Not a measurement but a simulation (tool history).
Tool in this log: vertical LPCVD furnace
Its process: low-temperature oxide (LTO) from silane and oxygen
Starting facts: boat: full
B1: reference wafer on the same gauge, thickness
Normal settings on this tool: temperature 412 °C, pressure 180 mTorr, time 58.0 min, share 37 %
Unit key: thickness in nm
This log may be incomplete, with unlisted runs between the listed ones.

Run 1, day 0.000: usual settings; B1 415.44. Result: thickness 477.46 nm.
Run 2, day 0.917: usual settings; B1 415.48. Result: thickness 480.22 nm.
Run 3, day 4.592: usual settings; B1 414.41. Result: thickness 475.04 nm.
Run 4, day 5.517: usual settings but temperature 418 °C; B1 413.49. Result: thickness 506.97 nm.
At day 6.146: gauge calibrated.
At day 6.671: silane flow controller replaced.
Run 5, day 6.692: usual settings; B1 416.25. Result: thickness 480.51 nm.
Run 6, day 7.612: usual settings; B1 416.10. Result: thickness 479.15 nm.
Run 7, day 8.192: usual settings; B1 415.99. Result: thickness 478.97 nm.
Run 8, day 9.046: usual settings; B1 416.01. Result: thickness 478.39 nm.
Run 9, day 9.550: usual settings; B1 415.45. Result: thickness 476.68 nm.
Run 10, day 10.896: usual settings but temperature 406 °C, pressure 220 mTorr, time 51.0 min; B1 415.09. Result: thickness 480.15 nm.
Run 11, day 12.233: usual settings but temperature 408 °C, time 36.0 min, share 39 %; B1 415.01. Result: thickness 302.99 nm.
At day 13.417: thermocouples replaced and temperature profile calibrated.
At day 14.250: pressure gauge zeroed.
Run 12, day 14.271: usual settings but temperature 408 °C, time 36.0 min, share 39 %; B1 414.09. Result: thickness 301.66 nm.
Run 13, day 14.483: usual settings but pressure 200 mTorr; B1 413.37. Result: thickness 530.21 nm.
Run 14, day 15.075: usual settings but temperature 422 °C, time 41.0 min, share 43 %; B1 412.71. Result: thickness 442.55 nm.
At day 15.954: gauge calibrated.
Run 15, day 16.292: usual settings but temperature 405 °C; B1 416.49. Result: thickness 443.82 nm.
Run 16, day 17.167: usual settings but share 32 %; B1 416.35. Result: thickness 397.11 nm.
Run 17, day 18.662: usual settings but pressure 135 mTorr, share 40 %; B1 415.77. Result: thickness 393.39 nm.

4 options for the next run, each taken on its own from the tool as it stands now. Forecast them:
Run A, day 18.879: usual settings but time 69.0 min; B1 ?. Result: thickness ?.
Run B, day 18.879: usual settings but pressure 215 mTorr, time 68.5 min, share 42 %; B1 ?. Result: thickness ?.
Run C, day 18.879: usual settings but temperature 401 °C; B1 ?. Result: thickness ?.
Run D, day 18.879: usual settings but time 79.0 min; B1 ?. Result: thickness ?.

run      B1  thickness
  A  416.29     566.82
  B  416.29     779.24
  C  416.29     422.13
  D  416.29     648.97
The same runs, with their run-to-run variation unchanged, on a tool lacking any hidden condition would have given:
run  thickness
  A     568.37
  B     781.36
  C     423.28
  D     650.74

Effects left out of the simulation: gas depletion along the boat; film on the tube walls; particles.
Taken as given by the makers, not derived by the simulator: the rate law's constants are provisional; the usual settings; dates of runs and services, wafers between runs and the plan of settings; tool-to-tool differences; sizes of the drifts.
